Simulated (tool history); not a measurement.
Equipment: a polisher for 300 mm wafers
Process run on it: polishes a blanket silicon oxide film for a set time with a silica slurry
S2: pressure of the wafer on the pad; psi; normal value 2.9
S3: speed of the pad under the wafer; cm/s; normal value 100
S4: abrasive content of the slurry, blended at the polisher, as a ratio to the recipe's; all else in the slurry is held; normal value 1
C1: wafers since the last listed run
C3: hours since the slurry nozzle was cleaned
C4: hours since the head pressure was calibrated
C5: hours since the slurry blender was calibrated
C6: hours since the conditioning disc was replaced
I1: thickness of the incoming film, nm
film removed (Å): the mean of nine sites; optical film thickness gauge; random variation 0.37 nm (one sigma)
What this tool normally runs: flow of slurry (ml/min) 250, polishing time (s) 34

run 1 hour=0 | flow_of_slurry_(ml/min)=250 S2=3.3 S3=100 S4=1 polishing_time_(s)=34 | C1=0 wafers_polished_on_this_pad=1044 C3=6.5 C4=205.7 C5=31.7 C6=72.2 | I1=1271 | film_removed_(Å)=685
run 2 hour=61.6 | flow_of_slurry_(ml/min)=250 S2=3.3 S3=100 S4=1 polishing_time_(s)=34 | C1=875 wafers_polished_on_this_pad=1919 C3=68.1 C4=267.3 C5=93.3 C6=133.8 | I1=1270.1 | film_removed_(Å)=666
-- hour=85.7 worn pad replaced by a new one
run 3 hour=92.8 | flow_of_slurry_(ml/min)=250 S2=2.9 S3=100 S4=1 polishing_time_(s)=34 | C1=386 wafers_polished_on_this_pad=100 C3=99.3 C4=298.5 C5=124.5 C6=165 | I1=1274.6 | film_removed_(Å)=616
-- hour=112.8 head pressure recalibrated
run 4 hour=148.3 | flow_of_slurry_(ml/min)=250 S2=2.9 S3=100 S4=1 polishing_time_(s)=34 | C1=760 wafers_polished_on_this_pad=860 C3=154.8 C4=35.5 C5=180 C6=220.5 | I1=1297.9 | film_removed_(Å)=592
run 5 hour=203.8 | flow_of_slurry_(ml/min)=250 S2=2.9 S3=100 S4=1 polishing_time_(s)=34 | C1=788 wafers_polished_on_this_pad=1649 C3=210.3 C4=91 C5=235.5 C6=276 | I1=1287.2 | film_removed_(Å)=579
-- hour=236 slurry nozzle cleaned
run 6 hour=247.9 | flow_of_slurry_(ml/min)=250 S2=2.9 S3=100 S4=1 polishing_time_(s)=34 | C1=612 wafers_polished_on_this_pad=2262 C3=11.9 C4=135.1 C5=279.6 C6=320.1 | I1=1280.6 | film_removed_(Å)=566
-- hour=254.7 worn pad replaced by a new one
-- hour=257.1 slurry blender recalibrated
run 7 hour=296.8 | flow_of_slurry_(ml/min)=250 S2=2.9 S3=100 S4=1 polishing_time_(s)=34 | C1=609 wafers_polished_on_this_pad=569 C3=60.8 C4=184 C5=39.7 C6=369 | I1=1284.3 | film_removed_(Å)=599
run 8 hour=332.5 | flow_of_slurry_(ml/min)=250 S2=2.9 S3=100 S4=1 polishing_time_(s)=34 | C1=507 wafers_polished_on_this_pad=1076 C3=96.5 C4=219.7 C5=75.4 C6=404.7 | I1=1287.8 | film_removed_(Å)=596
run 9 hour=398.6 | flow_of_slurry_(ml/min)=250 S2=2.9 S3=100 S4=1 polishing_time_(s)=23 | C1=939 wafers_polished_on_this_pad=2015 C3=162.6 C4=285.8 C5=141.5 C6=470.8 | I1=1275.2 | film_removed_(Å)=394

Run 10, settings as shown, results not yet in. Your forecast:
-- hour=413 worn pad replaced by a new one
-- hour=452.3 slurry nozzle cleaned
run 10 hour=461.2 | flow_of_slurry_(ml/min)=250 S2=3.2 S3=132 S4=1.1 polishing_time_(s)=38 | C1=818 wafers_polished_on_this_pad=670 C3=8.9 C4=348.4 C5=204.1 C6=533.4 | I1=1290.3 | film_removed_(Å)=?

{"run 10": {"film removed (Å)": 1003}}
The same run, on a tool lacking any hidden state, would have yielded film removed (Å) 966.
